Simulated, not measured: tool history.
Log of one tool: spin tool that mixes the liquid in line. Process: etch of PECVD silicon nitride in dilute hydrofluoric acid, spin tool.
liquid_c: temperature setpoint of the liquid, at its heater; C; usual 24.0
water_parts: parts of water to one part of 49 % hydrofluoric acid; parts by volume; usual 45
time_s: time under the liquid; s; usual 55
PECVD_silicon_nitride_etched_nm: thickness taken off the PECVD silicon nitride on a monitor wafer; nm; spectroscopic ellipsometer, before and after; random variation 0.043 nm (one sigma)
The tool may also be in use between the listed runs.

run      day  liquid_c  water_parts  time_s  wafers since the last listed run  hours since the thermometer was replaced  hours since the hydrofluoric acid flow meter was replaced  hours since the gauge calibration  read-back film thickness of the PECVD silicon nitride reference wafer, read on the same gauge (nm)  PECVD_silicon_nitride_etched_nm
  1    0.000      24.0           45      70                                 0                                    1215.2                                                      769.9                             2258.5                                                                                              149.98                            10.04
  2    4.212      24.0           45      70                               984                                    1316.3                                                      871.0                             2359.6                                                                                              150.02                            10.15
  3    8.433      24.0           45      70                               986                                    1417.6                                                      972.3                             2460.9                                                                                              150.02                             9.96
  4   11.708      24.0           45      55                               765                                    1496.2                                                     1050.9                             2539.5                                                                                              149.98                             8.00
  5   13.838      24.0           45      55                               497                                    1547.3                                                     1102.0                             2590.6                                                                                              150.02                             7.89
  6   16.008      24.0           45      55                               507                                    1599.4                                                     1154.1                             2642.7                                                                                              150.01                             8.00
  7   19.900      24.0           60      55                               909                                    1692.8                                                     1247.5                             2736.1                                                                                              150.01                             6.07
  8   22.321      20.0           55      20                               565                                    1750.9                                                     1305.6                             2794.2                                                                                              149.98                             1.85
  9   23.992      28.5           35      30                               390                                    1791.0                                                     1345.7                             2834.3                                                                                              150.02                             7.60
      24.479  -- thermometer replaced
 10   27.583      26.5           35      25                               829                                      74.5                                                     1431.9                             2920.5                                                                                              149.99                             5.15
 11   29.417      24.0           45      55                               428                                     118.5                                                     1475.9                             2964.5                                                                                              149.99                             7.52
 12   31.321      25.5           45      40                               444                                     164.2                                                     1521.6                             3010.2                                                                                              149.98                             6.08
 13   35.654      24.0           45      40                              1012                                     268.2                                                     1625.6                             3114.2                                                                                              149.98                             5.59
      36.696  -- gauge calibrated
 14   38.842      24.0           45      55                               744                                     344.7                                                     1702.1                               51.5                                                                                              149.96                             7.62
 15   42.096      24.0           45      55                               760                                     422.8                                                     1780.2                              129.6                                                                                              150.01                             7.63
 16   46.425      22.5           30      20                              1011                                     526.7                                                     1884.1                              233.5                                                                                              150.00                             3.77
 17   47.958      22.0           30      40                               358                                     563.5                                                     1920.9                              270.3                                                                                              149.99                             7.30
 18   51.817      24.0           50      35                               901                                     656.1                                                     2013.5                              362.9                                                                                              150.01                             4.44
 19   56.192      22.5           30      20                              1022                                     761.1                                                     2118.5                              467.9                                                                                              149.97                             3.78
 20   60.658      24.0           35      85                              1043                                     868.3                                                     2225.7                              575.1                                                                                              149.97                            15.56
 21   63.229      27.0           60      25                               600                                     930.0                                                     2287.4                              636.8                                                                                              150.00                             3.30
 22   66.842      24.0           45      55                               843                                    1016.7                                                     2374.1                              723.5                                                                                              150.01                             7.86
      70.167  -- hydrofluoric acid flow meter replaced
 23   78.783      24.0           45      55                              2780                                    1303.3                                                      206.8                             1010.1                                                                                              150.02                             7.76
 24   81.592      24.0           45      55                               656                                    1370.7                                                      274.2                             1077.5                                                                                              150.03                             7.72
 25   86.050      24.0           65      55                              1041                                    1477.7                                                      381.2                             1184.5                                                                                              149.98                             5.46
 26   89.729      24.0           45      55                               859                                    1566.0                                                      469.5                             1272.8                                                                                              150.00                             7.84
 27   92.646      22.0           35      80                               681                                    1636.0                                                      539.5                             1342.8                                                                                              149.99                            12.83
      94.829  -- thermometer replaced
 28   96.217      20.5           45      70                               824                                      33.3                                                      625.2                             1428.5                                                                                              150.00                             7.30
 29   99.833      21.5           45      90                               844                                     120.1                                                      712.0                             1515.3                                                                                              150.00                            10.16
 30  103.417      21.5           25      55                               837                                     206.1                                                      798.0                             1601.3                                                                                              150.00                            11.04
 31  105.817      24.0           45      55                               560                                     263.7                                                      855.6                             1658.9                                                                                              149.98                             7.46

The tool's hidden state at each run:
gauge reads high (%): 0 in every run
H1: liquid hotter than its thermometer reads (K)
H2: hydrofluoric acid flow above the setpoint (%)
run      H1     H2
  1   0.917   1.62
  2   0.984   1.78
  3    1.05   1.94
  4     1.1   2.06
  5    1.14   2.14
  6    1.17   2.22
  7    1.23   2.37
  8    1.27   2.46
  9     1.3   2.52
 10    0.06   2.66
 11  0.0892   2.73
 12   0.119    2.8
 13   0.188   2.96
 14   0.239   3.08
 15   0.291    3.2
 16    0.36   3.37
 17   0.384   3.42
 18   0.445   3.57
 19   0.515   3.73
 20   0.586    3.9
 21   0.627      4
 22   0.684   4.13
 23   0.874  0.339
 24   0.919  0.444
 25    0.99  0.612
 26    1.05   0.75
 27    1.09  0.859
 28  0.0236  0.993
 29  0.0812   1.13
 30   0.138   1.26
 31   0.176   1.35
